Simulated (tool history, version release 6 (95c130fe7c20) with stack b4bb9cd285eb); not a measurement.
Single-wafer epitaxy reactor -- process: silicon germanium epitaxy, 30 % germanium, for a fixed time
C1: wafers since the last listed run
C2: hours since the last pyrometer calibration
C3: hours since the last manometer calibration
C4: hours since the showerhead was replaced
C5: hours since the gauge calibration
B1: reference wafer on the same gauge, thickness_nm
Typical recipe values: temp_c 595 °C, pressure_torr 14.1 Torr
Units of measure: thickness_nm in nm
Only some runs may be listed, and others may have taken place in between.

Run 1, hour 0.0: usual settings; C1 0; C2 1791.6; C3 1400.7; C4 5066.7; C5 660.7; B1 53.049. Result: thickness_nm 48.840 nm.
Run 2, hour 44.7: usual settings but temp_c 588 °C; C1 1252; C2 1836.3; C3 1445.4; C4 5111.4; C5 705.4; B1 52.903. Result: thickness_nm 42.284 nm.
Run 3, hour 145.4: usual settings but temp_c 588 °C; C1 2820; C2 1937.0; C3 1546.1; C4 5212.1; C5 806.1; B1 52.700. Result: thickness_nm 42.343 nm.
Run 4, hour 201.8: usual settings; C1 1579; C2 1993.4; C3 1602.5; C4 5268.5; C5 862.5; B1 52.843. Result: thickness_nm 49.235 nm.
Run 5, hour 270.1: usual settings; C1 1913; C2 2061.7; C3 1670.8; C4 5336.8; C5 930.8; B1 52.896. Result: thickness_nm 49.220 nm.
Run 6, hour 350.0: usual settings; C1 2238; C2 2141.6; C3 1750.7; C4 5416.7; C5 1010.7; B1 52.813. Result: thickness_nm 49.288 nm.
Run 7, hour 408.5: usual settings but pressure_torr 11.9 Torr; C1 1638; C2 2200.1; C3 1809.2; C4 5475.2; C5 1069.2; B1 52.975. Result: thickness_nm 46.250 nm.
Run 8, hour 496.4: usual settings but pressure_torr 11.9 Torr; C1 2462; C2 2288.0; C3 1897.1; C4 5563.1; C5 1157.1; B1 52.867. Result: thickness_nm 46.371 nm.
At hour 507.6: capacitance manometer re-zeroed and calibrated.
At hour 572.6: gauge calibrated.
Run 9, hour 590.2: usual settings but pressure_torr 11.9 Torr; C1 2403; C2 2381.8; C3 82.6; C4 5656.9; C5 17.6; B1 52.912. Result: thickness_nm 46.716 nm.
At hour 650.2: showerhead replaced.
Run 10, hour 655.4: usual settings; C1 1602; C2 2447.0; C3 147.8; C4 5.2; C5 82.8; B1 52.965. Result: thickness_nm 49.550 nm.

Expected results for the next run?
Run 11, hour 694.0: usual settings but temp_c 588 °C, pressure_torr 12.3 Torr; C1 1081; C2 2485.6; C3 186.4; C4 43.8; C5 121.4; B1 ?. Result: thickness_nm ?.

B1: 52.856
thickness_nm: 40.823 nm
Without the tool's hidden state the same run would have given thickness_nm 37.601 nm.
